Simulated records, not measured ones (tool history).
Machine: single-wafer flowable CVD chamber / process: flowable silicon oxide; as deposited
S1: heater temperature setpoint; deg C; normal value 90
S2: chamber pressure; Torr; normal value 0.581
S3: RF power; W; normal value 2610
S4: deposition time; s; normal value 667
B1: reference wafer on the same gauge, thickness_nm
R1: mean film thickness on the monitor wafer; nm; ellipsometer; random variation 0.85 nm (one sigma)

{"run": 1, "day": 0.0, "S1": 90, "S2": 0.581, "S3": 2610, "S4": 763, "B1": 442.06, "R1": 503.505}
{"run": 2, "day": 0.342, "S1": 90, "S2": 0.581, "S3": 2610, "S4": 763, "B1": 441.845, "R1": 500.928}
{"run": 3, "day": 0.667, "S1": 101, "S2": 0.581, "S3": 2610, "S4": 667, "B1": 442.192, "R1": 293.403}
{"run": 4, "day": 1.4, "S1": 101, "S2": 0.581, "S3": 2610, "S4": 667, "B1": 441.98, "R1": 293.74}
{"run": 5, "day": 1.917, "S1": 101, "S2": 0.581, "S3": 2610, "S4": 667, "B1": 442.103, "R1": 293.966}
{"run": 6, "day": 2.321, "S1": 90, "S2": 0.581, "S3": 2610, "S4": 667, "B1": 442.088, "R1": 438.465}
{"run": 7, "day": 3.071, "S1": 90, "S2": 0.581, "S3": 2610, "S4": 667, "B1": 441.796, "R1": 439.127}
{"run": 8, "day": 3.654, "S1": 90, "S2": 0.581, "S3": 2610, "S4": 667, "B1": 441.797, "R1": 439.979}
{"run": 9, "day": 3.921, "S1": 90, "S2": 0.581, "S3": 2610, "S4": 667, "B1": 442.197, "R1": 437.951}
{"run": 10, "day": 4.604, "S1": 90, "S2": 0.581, "S3": 2610, "S4": 667, "B1": 442.371, "R1": 438.3}
{"run": 11, "day": 4.996, "S1": 90, "S2": 0.581, "S3": 2610, "S4": 667, "B1": 442.094, "R1": 440.39}
{"run": 12, "day": 6.696, "S1": 90, "S2": 0.581, "S3": 2610, "S4": 667, "B1": 441.834, "R1": 436.949}
{"run": 13, "day": 7.283, "S1": 90, "S2": 0.581, "S3": 2610, "S4": 667, "B1": 441.733, "R1": 437.267}
{"run": 14, "day": 7.546, "S1": 90, "S2": 0.581, "S3": 2610, "S4": 667, "B1": 441.88, "R1": 441.014}
{"run": 15, "day": 8.804, "S1": 79, "S2": 0.721, "S3": 2895, "S4": 667, "B1": 441.999, "R1": 774.931}
{"run": 16, "day": 9.496, "S1": 90, "S2": 0.581, "S3": 2610, "S4": 667, "B1": 442.061, "R1": 485.908}
{"run": 17, "day": 9.779, "S1": 90, "S2": 0.581, "S3": 2610, "S4": 667, "B1": 442.089, "R1": 485.38}
{"run": 18, "day": 10.296, "S1": 90, "S2": 0.581, "S3": 2610, "S4": 667, "B1": 441.76, "R1": 487.624}
{"run": 19, "day": 10.675, "S1": 102, "S2": 0.667, "S3": 2610, "S4": 667, "B1": 441.95, "R1": 364.098}
{"run": 20, "day": 11.288, "S1": 90, "S2": 0.581, "S3": 2610, "S4": 667, "B1": 442.129, "R1": 488.988}
{"run": 21, "day": 13.429, "S1": 104, "S2": 0.581, "S3": 2365, "S4": 547, "B1": 441.629, "R1": 179.686}
{"run": 22, "day": 14.012, "S1": 84, "S2": 0.581, "S3": 2610, "S4": 560, "B1": 441.801, "R1": 389.244}
{"run": 23, "day": 14.533, "S1": 103, "S2": 0.581, "S3": 2325, "S4": 555, "B1": 442.072, "R1": 189.587}
{"run": 24, "day": 14.917, "S1": 79, "S2": 0.72, "S3": 2610, "S4": 550, "B1": 442.04, "R1": 561.345}
{"run": 25, "day": 16.825, "S1": 102, "S2": 0.508, "S3": 2395, "S4": 667, "B1": 442.129, "R1": 210.867}
{"run": 26, "day": 17.346, "S1": 76, "S2": 0.581, "S3": 2240, "S4": 719, "B1": 441.854, "R1": 630.753}
{"run": 27, "day": 19.329, "S1": 83, "S2": 0.581, "S3": 3095, "S4": 612, "B1": 441.977, "R1": 458.432}
{"run": 28, "day": 19.717, "S1": 104, "S2": 0.442, "S3": 2610, "S4": 731, "B1": 442.095, "R1": 191.881}

Between the runs listed above, the log contained 6 entries, not reproduced here. Where in the sequence does each belong, and how does what the log doesn't record of the tool's condition differ from the listed run before to the listed run after?
Run 11 -> run 12: RF generator calibrated (day 5.375)
  wafer temperature above the value expected at the setpoint (K): -4.26 -> -4.28
  measured result minus the result with no hidden state, R1: +58.843 -> +58.555 nm
Run 12 -> run 13: capacitance manometer re-zeroed and calibrated (day 7.262)
  both runs share identical hidden conditions
  measured result minus the result with no hidden state, R1: +58.555 -> +58.655 nm
Run 14 -> run 15: showerhead replaced (day 8.771)
  wafer temperature above the value expected at the setpoint (K): -4.28 -> -4.29
  measured result minus the result with no hidden state, R1: +59.183 -> +86.478 nm
Run 15 -> run 16: thermocouple changed; heater temperature recalibrated (day 9.167)
  wafer temperature above the value expected at the setpoint (K): -4.29 -> -7.15
  measured result minus the result with no hidden state, R1: +86.478 -> +104.747 nm
Run 20 -> run 21: gauge calibrated (day 12.325); thermocouple changed; heater temperature recalibrated, repeated, since the last time left the tool worse (day 13.312)
  wafer temperature above the value expected at the setpoint (K): -7.38 -> 0.152
  measured result minus the result with no hidden state, R1: +108.363 -> -1.036 nm

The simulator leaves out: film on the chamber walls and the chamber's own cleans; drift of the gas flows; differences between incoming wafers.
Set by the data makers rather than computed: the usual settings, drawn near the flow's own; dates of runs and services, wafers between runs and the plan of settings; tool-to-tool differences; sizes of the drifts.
